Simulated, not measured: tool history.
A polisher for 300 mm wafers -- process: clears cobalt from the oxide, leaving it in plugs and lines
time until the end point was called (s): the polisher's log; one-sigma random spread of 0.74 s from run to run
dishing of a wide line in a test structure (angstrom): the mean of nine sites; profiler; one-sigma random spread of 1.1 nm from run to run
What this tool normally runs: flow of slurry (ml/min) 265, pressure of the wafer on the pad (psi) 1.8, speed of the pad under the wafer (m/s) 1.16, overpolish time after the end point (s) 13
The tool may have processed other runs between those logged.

run    hour  flow of slurry (ml/min)  pressure of the wafer on the pad (psi)  speed of the pad under the wafer (m/s)  overpolish time after the end point (s)  wafers since the last listed run  wafers polished on this pad  hours since the slurry nozzle was cleaned  hours since the head pressure was calibrated  incoming thickness of the incoming film, nm  time until the end point was called (s)  dishing of a wide line in a test structure (angstrom)
  1       0                      330                                     1.8                                    1.16                                       13                                 0                          536                                      474.2                                         431.3                                        259.1                                     48.4                                                    486
       23.9  -- head pressure recalibrated
  2    58.8                      330                                     1.8                                    1.16                                       13                               365                          902                                        533                                          34.9                                        257.3                                     49.2                                                    478
  3    89.7                      265                                     1.5                                    0.88                                       13                               199                         1101                                      563.9                                          65.8                                        256.7                                     79.1                                                    344
  4   114.7                      265                                     1.5                                    0.88                                       13                               161                         1262                                      588.9                                          90.8                                        256.2                                     77.2                                                    350
  5   148.1                      265                                     1.8                                    1.16                                       13                               215                         1478                                      622.3                                         124.2                                        261.6                                     53.3                                                    466
      160.9  -- worn pad replaced by a new one
  6   204.9                      265                                     1.8                                    1.16                                       13                               340                          283                                      679.1                                           181                                        263.9                                     49.5                                                    492
  7     231                      265                                     1.8                                    1.16                                       13                               168                          451                                      705.2                                         207.1                                        259.2                                       48                                                    463
  8   289.1                      265                                     1.8                                    0.88                                       13                               374                          825                                      763.3                                         265.2                                        260.6                                     64.5                                                    407
  9   316.6                      265                                     1.8                                    0.88                                       13                               177                         1002                                      790.8                                         292.7                                        257.3                                     65.8                                                    388
      344.2  -- slurry nozzle cleaned
      353.6  -- worn pad replaced by a new one
 10   382.5                      265                                     1.8                                    0.88                                       13                               392                          186                                       38.3                                         358.6                                        258.4                                     60.7                                                    409
 11   413.2                      265                                     1.8                                    1.16                                       13                               197                          384                                         69                                         389.3                                        263.2                                     48.1                                                    497
 12   442.1                      265                                     1.8                                    1.16                                       13                               186                          570                                       97.9                                         418.2                                        258.2                                     48.3                                                    478
 13   500.5                      265                                     1.5                                    0.88                                       13                               376                          946                                      156.3                                         476.6                                        263.7                                     77.8                                                    342
      523.9  -- head pressure recalibrated
 14   548.2                      265                                     1.8                                    1.16                                       13                               294                         1241                                        204                                          24.3                                        263.4                                     52.1                                                    458
        569  -- worn pad replaced by a new one
 15   602.4                      350                                     1.4                                    1.16                                       13                               323                          215                                      258.2                                          78.5                                        258.9                                     60.4                                                    428
 16   660.4                      265                                     2.2                                    1.28                                       13                               373                          589                                      316.2                                         136.5                                        259.7                                     37.5                                                    557
 17   693.7                      265                                     1.6                                    1.16                                       13                               214                          803                                      349.5                                         169.8                                        261.3                                       58                                                    438
 18   741.4                      345                                     1.3                                    0.96                                        6                               307                         1110                                      397.2                                         217.5                                        256.5                                     81.7                                                    174
 19     770                      240                                     1.8                                    0.98                                       13                               184                         1295                                      425.8                                         246.1                                          263                                     61.1                                                    409
      814.8  -- worn pad replaced by a new one
 20   897.8                      265                                     1.8                                    1.16                                       13                               797                          534                                      553.6                                         373.9                                        259.5                                     49.3                                                    483
 21   936.6                      265                                     2.2                                    1.16                                        7                               249                          784                                      592.4                                         412.7                                          260                                     40.4                                                    352
      964.2  -- head pressure recalibrated
 22   995.7                      265                                     1.8                                    1.16                                        8                               367                         1152                                      651.5                                          31.5                                        260.9                                     51.8                                                    330
 23  1020.3                      265                                     2.2                                    1.16                                       10                               158                         1310                                      676.1                                          56.1                                        258.4                                     41.9                                                    440
     1062.5  -- worn pad replaced by a new one
 24  1082.8                      175                                     2.3                                    0.86                                       13                               376                          130                                      738.6                                         118.6                                        261.4                                     49.6                                                    472

Here are 5 independent what-if runs from the current tool condition. What would each one return?
  A  1083.2                      265                                     2.3                                    1.16                                       13                                 2                          133                                        739                                           119                                        261.8                                        ?                                                      ?
  B  1083.2                      265                                     2.3                                     1.3                                       17                                 2                          133                                        739                                           119                                        261.8                                        ?                                                      ?
  C  1083.2                      265                                     1.8                                     1.5                                       13                                 2                          133                                        739                                           119                                        261.8                                        ?                                                      ?
  D  1083.2                      265                                     1.8                                     1.4                                        6                                 2                          133                                        739                                           119                                        261.8                                        ?                                                      ?
  E  1083.2                      265                                     1.3                                    1.54                                       13                                 2                          133                                        739                                           119                                        261.8                                        ?                                                      ?

run  time until the end point was called (s)  dishing of a wide line in a test structure (angstrom)
  A                                     36.4                                                    567
  B                                       33                                                    669
  C                                     37.3                                                    559
  D                                     39.6                                                    322
  E                                     50.4                                                    469
With the hidden condition removed and each run's random variation left untouched, the same runs would have given:
run  time until the end point was called (s)  dishing of a wide line in a test structure (angstrom)
  A                                     35.8                                                    572
  B                                     32.5                                                    673
  C                                     36.6                                                    564
  D                                     38.9                                                    326
  E                                     49.6                                                    474

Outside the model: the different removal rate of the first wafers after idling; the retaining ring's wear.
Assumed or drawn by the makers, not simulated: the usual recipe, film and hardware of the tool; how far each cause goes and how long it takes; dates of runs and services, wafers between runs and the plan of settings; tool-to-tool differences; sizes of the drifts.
